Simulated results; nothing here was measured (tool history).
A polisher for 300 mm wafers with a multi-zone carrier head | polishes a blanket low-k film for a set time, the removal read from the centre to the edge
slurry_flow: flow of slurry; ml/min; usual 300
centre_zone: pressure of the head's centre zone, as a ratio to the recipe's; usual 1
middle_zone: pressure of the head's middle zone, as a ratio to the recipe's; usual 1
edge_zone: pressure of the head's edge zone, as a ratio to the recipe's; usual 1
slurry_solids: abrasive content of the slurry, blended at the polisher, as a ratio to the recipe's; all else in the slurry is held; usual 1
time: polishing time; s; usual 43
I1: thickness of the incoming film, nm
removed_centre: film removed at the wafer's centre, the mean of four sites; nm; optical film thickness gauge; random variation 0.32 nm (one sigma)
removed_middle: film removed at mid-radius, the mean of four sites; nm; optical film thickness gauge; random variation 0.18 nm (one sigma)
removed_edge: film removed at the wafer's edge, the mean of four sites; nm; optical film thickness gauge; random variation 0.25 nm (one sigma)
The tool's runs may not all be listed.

run 1 day=0 | slurry_flow=300 centre_zone=1 middle_zone=1 edge_zone=1 slurry_solids=1 time=43 | I1=408.3 | removed_centre=20.7 removed_middle=20.3 removed_edge=21
run 2 day=0.554 | slurry_flow=300 centre_zone=1 middle_zone=1 edge_zone=1 slurry_solids=1 time=43 | I1=401.3 | removed_centre=20.5 removed_middle=20.3 removed_edge=21.2
run 3 day=0.962 | slurry_flow=300 centre_zone=1 middle_zone=1 edge_zone=1 slurry_solids=1 time=43 | I1=407.9 | removed_centre=20.2 removed_middle=20.3 removed_edge=21.1
-- day=1.208 carrier head's membrane replaced by a new one
run 4 day=1.567 | slurry_flow=300 centre_zone=1 middle_zone=1 edge_zone=1 slurry_solids=1 time=43 | I1=407.8 | removed_centre=19.9 removed_middle=20.2 removed_edge=21.1
run 5 day=1.833 | slurry_flow=300 centre_zone=1 middle_zone=1 edge_zone=1 slurry_solids=1 time=35 | I1=407.5 | removed_centre=16.5 removed_middle=16.3 removed_edge=16.9
run 6 day=2.525 | slurry_flow=405 centre_zone=1 middle_zone=1.11 edge_zone=1 slurry_solids=1 time=43 | I1=404.3 | removed_centre=21.5 removed_middle=23.3 removed_edge=22.1
run 7 day=2.812 | slurry_flow=300 centre_zone=1 middle_zone=0.91 edge_zone=1 slurry_solids=1 time=52 | I1=400.7 | removed_centre=24.7 removed_middle=22.6 removed_edge=25.3
-- day=3.117 slurry nozzle cleaned
run 8 day=3.321 | slurry_flow=300 centre_zone=1 middle_zone=1 edge_zone=1 slurry_solids=1.15 time=43 | I1=405.4 | removed_centre=22.9 removed_middle=23 removed_edge=23.9
-- day=3.729 worn pad replaced by a new one
run 9 day=3.858 | slurry_flow=300 centre_zone=1 middle_zone=1 edge_zone=1 slurry_solids=1 time=43 | I1=392.7 | removed_centre=21.6 removed_middle=22 removed_edge=22.2
run 10 day=4.408 | slurry_flow=300 centre_zone=1 middle_zone=1 edge_zone=1 slurry_solids=1 time=43 | I1=402.9 | removed_centre=22.6 removed_middle=21.9 removed_edge=22.6
run 11 day=4.779 | slurry_flow=300 centre_zone=1 middle_zone=1 edge_zone=1.11 slurry_solids=1 time=43 | I1=400.3 | removed_centre=21.8 removed_middle=22.1 removed_edge=23.4
run 12 day=5.196 | slurry_flow=300 centre_zone=1 middle_zone=1 edge_zone=1 slurry_solids=1 time=43 | I1=396.3 | removed_centre=21.9 removed_middle=21.6 removed_edge=22.3
run 13 day=5.488 | slurry_flow=300 centre_zone=1 middle_zone=1 edge_zone=1 slurry_solids=1 time=43 | I1=394.2 | removed_centre=21.9 removed_middle=22 removed_edge=22.4
run 14 day=6.167 | slurry_flow=300 centre_zone=1.05 middle_zone=1 edge_zone=1 slurry_solids=1.15 time=43 | I1=395.2 | removed_centre=24.4 removed_middle=22.8 removed_edge=23.2
-- day=6.617 centre zone pressure recalibrated
run 15 day=6.867 | slurry_flow=300 centre_zone=1 middle_zone=1 edge_zone=1 slurry_solids=1 time=43 | I1=406.6 | removed_centre=21.7 removed_middle=21.7 removed_edge=22.1
run 16 day=7.408 | slurry_flow=300 centre_zone=1 middle_zone=1 edge_zone=1.12 slurry_solids=1 time=43 | I1=396.2 | removed_centre=21.4 removed_middle=21.6 removed_edge=23.6
run 17 day=8 | slurry_flow=300 centre_zone=1 middle_zone=1 edge_zone=1 slurry_solids=1 time=43 | I1=397.1 | removed_centre=21.6 removed_middle=21.6 removed_edge=21.9
-- day=8.254 worn pad replaced by a new one
run 18 day=8.633 | slurry_flow=385 centre_zone=1 middle_zone=1 edge_zone=1 slurry_solids=1 time=43 | I1=398.6 | removed_centre=22.7 removed_middle=22.1 removed_edge=22.3

Forecast run 19:
run 19 day=9.104 | slurry_flow=365 centre_zone=1 middle_zone=1 edge_zone=1 slurry_solids=1.25 time=43 | I1=401.7 | removed_centre=? removed_middle=? removed_edge=?

removed_centre: 24 nm
removed_middle: 23.5 nm
removed_edge: 23.8 nm
Without the tool's hidden state the same run would have given removed_centre 24.6 nm, removed_middle 24 nm, removed_edge 24.2 nm.

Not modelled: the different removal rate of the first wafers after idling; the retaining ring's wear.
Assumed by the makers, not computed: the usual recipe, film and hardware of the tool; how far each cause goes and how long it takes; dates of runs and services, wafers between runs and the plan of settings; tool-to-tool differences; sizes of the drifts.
